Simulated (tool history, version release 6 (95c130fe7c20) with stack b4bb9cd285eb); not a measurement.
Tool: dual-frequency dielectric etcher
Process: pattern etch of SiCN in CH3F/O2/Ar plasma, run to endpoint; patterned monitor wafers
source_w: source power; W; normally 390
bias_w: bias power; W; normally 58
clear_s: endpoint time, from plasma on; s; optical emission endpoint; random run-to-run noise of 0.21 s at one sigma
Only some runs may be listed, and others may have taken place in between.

run,hour,source_w,bias_w,"incoming incoming film thickness, nm",clear_s
1,0,390,58,8.13,24.7
2,63.4,390,58,8.17,25
3,110.3,390,58,8.05,24.1
4,166.7,390,58,8.08,24.4
# hour 243.5: upper electrode replaced
5,244,390,58,8.1,24.1
6,279.1,390,58,8.07,24
7,373.1,390,61,8.06,23.5
8,461.5,360,58,8.21,24.5
9,534.9,360,58,8.02,23.7
# hour 562: source power generator calibrated
# hour 598.2: wet clean of the chamber
10,615.1,360,58,8.13,25.2
11,659.2,390,58,7.98,24.1
12,697.8,390,58,8.19,24.7
13,741.5,390,58,8.08,24.2
14,844.5,390,58,8.04,23.8
15,933,470,58,8.18,23.2
16,1026.8,390,67,8.03,22.8
17,1110.3,340,67,8.14,23.4
18,1182.3,390,58,8.03,23.5
# hour 1247.4: wet clean of the chamber
19,1247.9,480,63,8.14,23.4
20,1331.5,320,65,8.1,25.3
21,1392.6,420,58,8.14,24.3
22,1486.8,390,58,8.08,24.3
23,1548.1,430,64,8,22.7
24,1597.3,320,52,8.07,25.7
25,1679,450,58,8.15,23.3
# hour 1732.3: bias power generator calibrated
26,1762.3,310,49,8.14,26
# hour 1946.4: wet clean of the chamber
27,2085.5,480,65,8.17,23.1
28,2175.6,490,58,8.13,23.5
29,2260.2,440,58,8.08,23.6
30,2334.7,490,64,8.11,22.5
31,2395.3,300,58,8.16,25.3
32,2440.2,290,71,8.1,23.7
33,2518.6,360,63,8.13,23.8
34,2565.4,390,63,8.09,23.4
35,2710.8,390,58,8.17,23.4

Below are 4 alternative next runs, each starting from the tool's condition after run 35. Predict each:
A,2711.2,390,58,8.02,?
B,2711.2,480,58,8.02,?
C,2711.2,320,71,8.02,?
D,2711.2,350,64,8.02,?

run,clear_s
A,23
B,22.1
C,22.7
D,23
With the hidden condition removed and each run's random variation left untouched, the same runs would have given:
run,clear_s
A,24.2
B,23.2
C,23.9
D,24.1
